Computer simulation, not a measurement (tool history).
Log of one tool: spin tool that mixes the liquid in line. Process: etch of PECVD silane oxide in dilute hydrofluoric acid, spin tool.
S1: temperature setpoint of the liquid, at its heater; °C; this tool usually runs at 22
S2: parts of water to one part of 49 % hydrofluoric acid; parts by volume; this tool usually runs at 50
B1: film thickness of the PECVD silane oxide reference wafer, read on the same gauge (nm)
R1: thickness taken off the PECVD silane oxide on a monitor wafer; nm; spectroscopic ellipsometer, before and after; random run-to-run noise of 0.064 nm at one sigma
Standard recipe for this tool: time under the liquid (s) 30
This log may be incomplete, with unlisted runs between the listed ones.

Run 1, day 0: usual settings; B1 140.02. Result: R1 17.61 nm.
Run 2, day 2.254: usual settings; B1 139.98. Result: R1 17.39 nm.
Run 3, day 5.362: usual settings; B1 140.02. Result: R1 17.33 nm.
Run 4, day 9.004: usual settings; B1 140.04. Result: R1 17.28 nm.
Run 5, day 11.6: usual settings; B1 140.01. Result: R1 17.24 nm.
Run 6, day 15.262: usual settings; B1 140.03. Result: R1 17.37 nm.
Run 7, day 19.088: usual settings; B1 140.01. Result: R1 17.23 nm.
Run 8, day 20.946: usual settings; B1 140.02. Result: R1 17.09 nm.
Run 9, day 24.971: usual settings; B1 140.05. Result: R1 17.05 nm.
Run 10, day 29.375: usual settings; B1 140.03. Result: R1 16.97 nm.
Run 11, day 33.442: usual settings but S1 25.5 °C, S2 35 parts by volume, time under the liquid (s) 15; B1 139.99. Result: R1 14.98 nm.
Run 12, day 36.95: usual settings but S1 20.5 °C, S2 30 parts by volume; B1 140.07. Result: R1 28.27 nm.
Run 13, day 41.067: usual settings but time under the liquid (s) 50; B1 140. Result: R1 30.12 nm.
Run 14, day 45.458: usual settings; B1 140.04. Result: R1 17.95 nm.
Run 15, day 48.979: usual settings but S1 24.5 °C, S2 45 parts by volume, time under the liquid (s) 15; B1 140. Result: R1 11.1 nm.
Run 16, day 51.9: usual settings but S2 40 parts by volume; B1 140.01. Result: R1 22.56 nm.
Run 17, day 53.958: usual settings but S1 25.5 °C, S2 35 parts by volume, time under the liquid (s) 15; B1 139.99. Result: R1 15.06 nm.
Run 18, day 57.146: usual settings but S2 60 parts by volume, time under the liquid (s) 15; B1 140.03. Result: R1 7.32 nm.
Run 19, day 68.283: usual settings but S2 70 parts by volume, time under the liquid (s) 15; B1 140.03. Result: R1 6.15 nm.
Run 20, day 70.271: usual settings but S1 25.5 °C, S2 30 parts by volume, time under the liquid (s) 20; B1 140.01. Result: R1 23.1 nm.

The log once held 3 entries between its listed runs, left out of this copy. Where does each go, and what is different about the tool's unlogged condition between the listed run before it and the listed run after it?
After run 9, before run 10: gauge calibrated (day 27.762)
  liquid colder than its thermometer reads (K): 0.545 -> 0.57; hydrofluoric acid flow below the setpoint (%): 3.95 -> 4.22
  measured result minus the result with no hidden state, R1: -1.15 -> -1.22 nm
After run 10, before run 11: hydrofluoric acid flow meter replaced (day 32.762)
  liquid colder than its thermometer reads (K): 0.57 -> 0.594; hydrofluoric acid flow below the setpoint (%): 4.22 -> 0.232
  measured result minus the result with no hidden state, R1: -1.22 -> -0.41 nm
After run 12, before run 13: thermometer replaced (day 38.525)
  liquid colder than its thermometer reads (K): 0.614 -> 0.0849; hydrofluoric acid flow below the setpoint (%): 0.448 -> 0.701
  measured result minus the result with no hidden state, R1: -0.88 -> -0.33 nm

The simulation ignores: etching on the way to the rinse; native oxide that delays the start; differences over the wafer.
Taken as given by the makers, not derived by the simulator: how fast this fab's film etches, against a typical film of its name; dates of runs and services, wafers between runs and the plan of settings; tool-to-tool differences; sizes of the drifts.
